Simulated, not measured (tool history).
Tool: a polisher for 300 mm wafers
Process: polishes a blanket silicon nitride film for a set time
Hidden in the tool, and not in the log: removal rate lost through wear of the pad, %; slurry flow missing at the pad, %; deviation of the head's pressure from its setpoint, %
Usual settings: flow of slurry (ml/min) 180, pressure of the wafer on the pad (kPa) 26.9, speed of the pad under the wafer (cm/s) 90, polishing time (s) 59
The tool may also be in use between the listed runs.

| run | hour | flow of slurry (ml/min) | pressure of the wafer on the pad (kPa) | speed of the pad under the wafer (cm/s) | polishing time (s) | wafers since the last listed run | wafers polished on this pad | hours since the slurry nozzle was cleaned | hours since the head pressure was calibrated | incoming thickness of the incoming film, nm | film removed (angstrom) |
|---|---|---|---|---|---|---|---|---|---|---|---|
| 1 | 0 | 180 | 26.9 | 76 | 59 | 0 | 2713 | 185.6 | 452.4 | 689.6 | 1089 |
|  | 23.7 | head pressure recalibrated |
| 2 | 96.8 | 180 | 26.9 | 90 | 42 | 1087 | 3801 | 282.4 | 73.1 | 694.1 | 865 |
|  | 125.4 | worn pad replaced by a new one |
| 3 | 138.6 | 180 | 26.9 | 90 | 42 | 433 | 151 | 324.2 | 114.9 | 694.4 | 901 |
| 4 | 179.5 | 180 | 26.9 | 90 | 42 | 469 | 620 | 365.1 | 155.8 | 691.8 | 895 |
|  | 215.8 | slurry nozzle cleaned |
| 5 | 284.6 | 180 | 21.4 | 90 | 59 | 1194 | 1814 | 68.8 | 260.9 | 684.8 | 976 |
| 6 | 333.7 | 180 | 26.9 | 90 | 59 | 563 | 2377 | 117.9 | 310 | 673.9 | 1216 |
| 7 | 398.2 | 180 | 26.9 | 90 | 59 | 739 | 3117 | 182.4 | 374.5 | 689.9 | 1215 |
|  | 460.8 | head pressure recalibrated |
| 8 | 485.1 | 180 | 26.9 | 66 | 59 | 973 | 4091 | 269.3 | 24.3 | 686.7 | 979 |
|  | 539.1 | worn pad replaced by a new one |
| 9 | 579.5 | 180 | 26.9 | 66 | 59 | 1037 | 464 | 363.7 | 118.7 | 696.4 | 1005 |
| 10 | 619.2 | 180 | 26.9 | 90 | 59 | 455 | 919 | 403.4 | 158.4 | 698.3 | 1232 |
|  | 645.3 | slurry nozzle cleaned |
| 11 | 672.1 | 180 | 26.9 | 90 | 59 | 595 | 1514 | 26.8 | 211.3 | 698.7 | 1230 |
| 12 | 738.2 | 180 | 26.9 | 90 | 59 | 758 | 2273 | 92.9 | 277.4 | 689.8 | 1214 |
| 13 | 786.2 | 180 | 26.9 | 90 | 55 | 550 | 2823 | 140.9 | 325.4 | 681.8 | 1130 |
| 14 | 829.5 | 180 | 26.9 | 90 | 55 | 496 | 3320 | 184.2 | 368.7 | 688.5 | 1119 |
|  | 877.3 | worn pad replaced by a new one, of another model than before |
|  | 881.8 | head pressure recalibrated |
| 15 | 905.2 | 180 | 22.1 | 90 | 67 | 799 | 296 | 259.9 | 23.4 | 697.9 | 1246 |
|  | 989.3 | slurry nozzle cleaned |
| 16 | 990.4 | 210 | 32.4 | 90 | 74 | 965 | 1262 | 1.1 | 108.6 | 679.7 | 1789 |
| 17 | 1081.3 | 180 | 26.9 | 90 | 59 | 1042 | 2305 | 92 | 199.5 | 689.4 | 1201 |
| 18 | 1130.6 | 180 | 26.9 | 90 | 59 | 565 | 2871 | 141.3 | 248.8 | 691.1 | 1213 |
| 19 | 1223.3 | 120 | 18.6 | 72 | 59 | 1063 | 3934 | 234 | 341.5 | 696.6 | 799 |
|  | 1265.4 | worn pad replaced by a new one |
| 20 | 1320.7 | 180 | 26.9 | 90 | 59 | 1071 | 633 | 331.4 | 438.9 | 684.6 | 1242 |
|  | 1324.3 | head pressure recalibrated |
|  | 1388.1 | slurry nozzle cleaned |
| 21 | 1391.1 | 180 | 26.9 | 90 | 59 | 773 | 1407 | 3 | 66.8 | 696.5 | 1209 |
| 22 | 1492.1 | 140 | 36.5 | 70 | 59 | 1158 | 2565 | 104 | 167.8 | 681.2 | 1306 |
| 23 | 1564.6 | 180 | 26.9 | 82 | 59 | 831 | 3397 | 176.5 | 240.3 | 680.7 | 1155 |
|  | 1654.4 | worn pad replaced by a new one |
| 24 | 1667 | 180 | 26.9 | 76 | 59 | 1128 | 144 | 278.9 | 342.7 | 689.6 | 1156 |
| 25 | 1719.6 | 225 | 23.4 | 90 | 59 | 603 | 747 | 331.5 | 395.3 | 684.5 | 1151 |
|  | 1746.1 | slurry nozzle cleaned |
| 26 | 1805.8 | 150 | 26.9 | 106 | 59 | 977 | 1724 | 59.7 | 481.5 | 682.4 | 1300 |
|  | 1844.4 | head pressure recalibrated |
| 27 | 1861.7 | 180 | 26.9 | 90 | 48 | 618 | 2343 | 115.6 | 17.3 | 687.2 | 983 |
| 28 | 1925.9 | 245 | 31.7 | 90 | 68 | 736 | 3079 | 179.8 | 81.5 | 695.5 | 1619 |

Forecast each of these 5 alternatives for the next run:
| A | 1926.3 | 180 | 26.9 | 110 | 59 | 4 | 3084 | 180.2 | 81.9 | 694.2 | ? |
| B | 1926.3 | 180 | 26.9 | 60 | 79 | 4 | 3084 | 180.2 | 81.9 | 694.2 | ? |
| C | 1926.3 | 130 | 20.7 | 90 | 59 | 4 | 3084 | 180.2 | 81.9 | 694.2 | ? |
| D | 1926.3 | 180 | 26.9 | 90 | 70 | 4 | 3084 | 180.2 | 81.9 | 694.2 | ? |
| E | 1926.3 | 180 | 19.3 | 114 | 78 | 4 | 3084 | 180.2 | 81.9 | 694.2 | ? |

| run | film removed (angstrom) |
|---|---|
| A | 1352 |
| B | 1352 |
| C | 971 |
| D | 1445 |
| E | 1460 |
Without the tool's hidden state the same runs would have given:
| run | film removed (angstrom) |
|---|---|
| A | 1411 |
| B | 1411 |
| C | 1014 |
| D | 1508 |
| E | 1524 |
